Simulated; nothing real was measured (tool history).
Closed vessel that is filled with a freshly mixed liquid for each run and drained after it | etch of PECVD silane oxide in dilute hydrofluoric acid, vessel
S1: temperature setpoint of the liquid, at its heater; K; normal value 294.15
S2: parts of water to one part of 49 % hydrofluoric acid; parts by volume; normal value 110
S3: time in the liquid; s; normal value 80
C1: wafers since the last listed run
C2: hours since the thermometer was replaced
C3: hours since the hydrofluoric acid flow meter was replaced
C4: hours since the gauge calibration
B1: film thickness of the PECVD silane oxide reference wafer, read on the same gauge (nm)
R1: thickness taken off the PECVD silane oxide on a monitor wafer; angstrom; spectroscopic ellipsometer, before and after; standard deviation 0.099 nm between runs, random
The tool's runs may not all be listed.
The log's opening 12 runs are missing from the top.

run	hour	S1	S2	S3	C1	C2	C3	C4	B1	R1
13	126.4	298.65	155	120	876	11.5	91.4	315.2	30	226.5
14	134.4	294.15	90	80	637	19.5	99.4	323.2	30.01	235.9
15	150.8	294.15	90	80	1307	35.9	115.8	339.6	30.01	237.6
16	164.7	294.15	110	80	1107	49.8	129.7	353.5	29.99	191.2
17	178.8	290.15	165	120	1123	63.9	143.8	367.6	29.99	151.5
18	188.4	294.15	90	80	765	73.5	153.4	377.2	30.04	237.3
19	203.6	294.15	110	100	1211	88.7	168.6	392.4	30.02	240.2
# hour 205.1: gauge calibrated
20	220.5	294.15	110	80	1347	105.6	185.5	15.4	29.99	189.4
21	236.5	290.15	110	80	1275	121.6	201.5	31.4	29.98	163.4
22	249.2	290.15	165	120	1012	134.3	214.2	44.1	30.01	153.5
23	260.1	290.15	165	120	868	145.2	225.1	55	29.99	153.4
24	273.9	295.65	145	125	1099	159	238.9	68.8	30.03	234.4
25	280.9	294.15	110	65	557	166	245.9	75.8	30.01	156.6
26	298.1	294.15	110	80	1371	183.2	263.1	93	30.02	196
27	308.2	297.15	110	80	805	193.3	273.2	103.1	30.03	218.9
28	322.8	294.15	110	80	1163	207.9	287.8	117.7	30.01	194.4
29	328.9	294.15	110	80	486	214	293.9	123.8	29.99	192.9
30	335.6	297.65	145	125	534	220.7	300.6	130.5	29.97	255.4
31	345.3	291.15	110	115	773	230.4	310.3	140.2	29.99	246.2
32	353.5	294.15	110	30	653	238.6	318.5	148.4	30.05	73.5

Here are 5 independent what-if runs from the current tool condition. What would each one return?
A	354.2	294.15	110	125	55	239.3	319.2	149.1	?	?
B	354.2	298.15	90	40	55	239.3	319.2	149.1	?	?
C	354.2	298.65	110	120	55	239.3	319.2	149.1	?	?
D	354.2	294.15	110	40	55	239.3	319.2	149.1	?	?
E	354.2	292.15	110	80	55	239.3	319.2	149.1	?	?

run	B1	R1
A	29.97	302.6
B	29.97	142.1
C	29.97	347
D	29.97	96.8
E	29.97	178.6
Stripped of hidden state, with their random variation kept, the same runs would have yielded:
run	R1
A	281.1
B	132.1
C	322.5
D	89.9
E	165.8
